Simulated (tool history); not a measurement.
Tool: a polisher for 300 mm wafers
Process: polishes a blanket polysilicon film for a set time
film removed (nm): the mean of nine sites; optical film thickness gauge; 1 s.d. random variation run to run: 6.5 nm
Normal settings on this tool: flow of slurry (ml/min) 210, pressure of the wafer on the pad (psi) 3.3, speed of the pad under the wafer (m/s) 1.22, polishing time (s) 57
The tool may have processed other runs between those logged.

run	hour	flow of slurry (ml/min)	pressure of the wafer on the pad (psi)	speed of the pad under the wafer (m/s)	polishing time (s)	wafers since the last listed run	wafers polished on this pad	hours since the slurry nozzle was cleaned	hours since the head pressure was calibrated	incoming thickness of the incoming film, nm	film removed (nm)
1	0.0	210	3.3	1.22	57	0	772	427.7	502.7	2298.9	572.7
2	62.9	210	3.3	1.22	57	611	1383	490.6	565.6	2281.2	569.3
3	96.8	210	3.3	1.22	57	329	1713	524.5	599.5	2309.0	556.0
# hour 98.9: slurry nozzle cleaned
# hour 118.9: worn pad replaced by a new one
4	121.2	210	3.3	1.22	42	188	22	22.3	623.9	2269.7	447.5
5	140.3	210	3.3	1.22	42	185	208	41.4	643.0	2291.0	447.0
6	159.2	210	2.8	1.22	57	183	392	60.3	661.9	2283.8	517.6
7	177.8	210	2.8	1.22	57	180	572	78.9	680.5	2286.3	521.9
8	233.0	210	3.3	1.22	57	536	1109	134.1	735.7	2286.9	591.4
9	261.9	210	3.3	1.22	57	281	1390	163.0	764.6	2289.4	575.5
10	286.2	210	3.3	1.22	57	236	1626	187.3	788.9	2277.0	571.5
11	321.9	210	3.3	1.22	57	347	1974	223.0	824.6	2273.6	579.8
# hour 334.0: worn pad replaced by a new one
12	347.4	210	3.3	1.22	57	209	130	248.5	850.1	2275.5	559.2
13	370.5	210	3.3	1.22	48	224	355	271.6	873.2	2256.9	477.6
14	403.6	210	3.3	1.22	48	321	677	304.7	906.3	2297.5	476.3
15	424.7	155	3.3	1.22	57	205	882	325.8	927.4	2297.1	517.9
16	437.4	155	3.3	1.22	57	123	1005	338.5	940.1	2267.7	514.7
17	454.3	210	3.3	1.22	65	164	1170	355.4	957.0	2243.1	641.5
18	475.2	210	3.3	1.22	57	203	1373	376.3	977.9	2307.7	553.1
19	509.6	210	3.3	1.22	57	334	1707	410.7	1012.3	2293.5	564.7
20	535.0	275	3.3	1.00	57	246	1954	436.1	1037.7	2257.6	518.8
# hour 582.5: worn pad replaced by a new one
# hour 614.2: head pressure recalibrated
21	632.4	180	3.3	1.42	57	888	466	533.5	18.2	2278.1	588.2
# hour 647.9: slurry nozzle cleaned
22	665.5	245	3.3	1.10	45	312	778	17.6	51.3	2259.0	465.4
23	701.1	140	2.3	1.36	62	346	1124	53.2	86.9	2310.2	485.3
24	766.5	180	3.3	1.22	57	635	1760	118.6	152.3	2269.8	572.1
25	792.6	245	2.5	1.56	57	253	2014	144.7	178.4	2312.0	578.6
26	814.2	250	3.3	1.22	57	210	2224	166.3	200.0	2289.0	610.0
# hour 828.8: worn pad replaced by a new one
27	844.7	210	3.3	1.22	57	257	154	196.8	230.5	2263.2	593.7
28	874.0	210	2.7	0.80	57	284	439	226.1	259.8	2273.0	370.8
29	907.4	210	3.3	1.42	38	324	764	259.5	293.2	2256.7	432.8
30	928.2	210	3.3	1.22	57	202	966	280.3	314.0	2297.0	574.4
31	950.9	210	3.3	1.22	57	220	1187	303.0	336.7	2274.4	568.1
32	983.1	210	3.3	1.22	66	313	1500	335.2	368.9	2242.4	656.9
33	1009.9	255	2.2	1.38	50	260	1760	362.0	395.7	2296.0	397.8
34	1028.8	210	3.3	1.22	57	183	1944	380.9	414.6	2288.8	570.6
# hour 1054.8: worn pad replaced by a new one
35	1055.3	160	3.3	1.22	72	218	4	407.4	441.1	2263.3	667.0
36	1073.1	210	3.3	0.98	57	173	177	425.2	458.9	2249.2	494.4
37	1107.9	165	3.3	0.88	57	338	516	460.0	493.7	2301.7	428.2

Hidden state, per run?
removal rate lost through wear of the pad, %: 0 across all the runs
deviation of the head's pressure from its setpoint, %: 0 across all the runs
H1: slurry flow missing at the pad, %
run	H1
1	41.4
2	42.3
3	42.7
4	11.3
5	15.4
6	19
7	22.1
8	29.6
9	32.6
10	34.8
11	37.4
12	38.9
13	40.1
14	41.6
15	42.4
16	42.8
17	43.3
18	43.9
19	44.6
20	45.1
21	46.4
22	5.79
23	13.3
24	23.3
25	26.4
26	28.5
27	31.1
28	33.2
29	35.1
30	36.1
31	37.1
32	38.3
33	39.1
34	39.6
35	40.2
36	40.5
37	41.1

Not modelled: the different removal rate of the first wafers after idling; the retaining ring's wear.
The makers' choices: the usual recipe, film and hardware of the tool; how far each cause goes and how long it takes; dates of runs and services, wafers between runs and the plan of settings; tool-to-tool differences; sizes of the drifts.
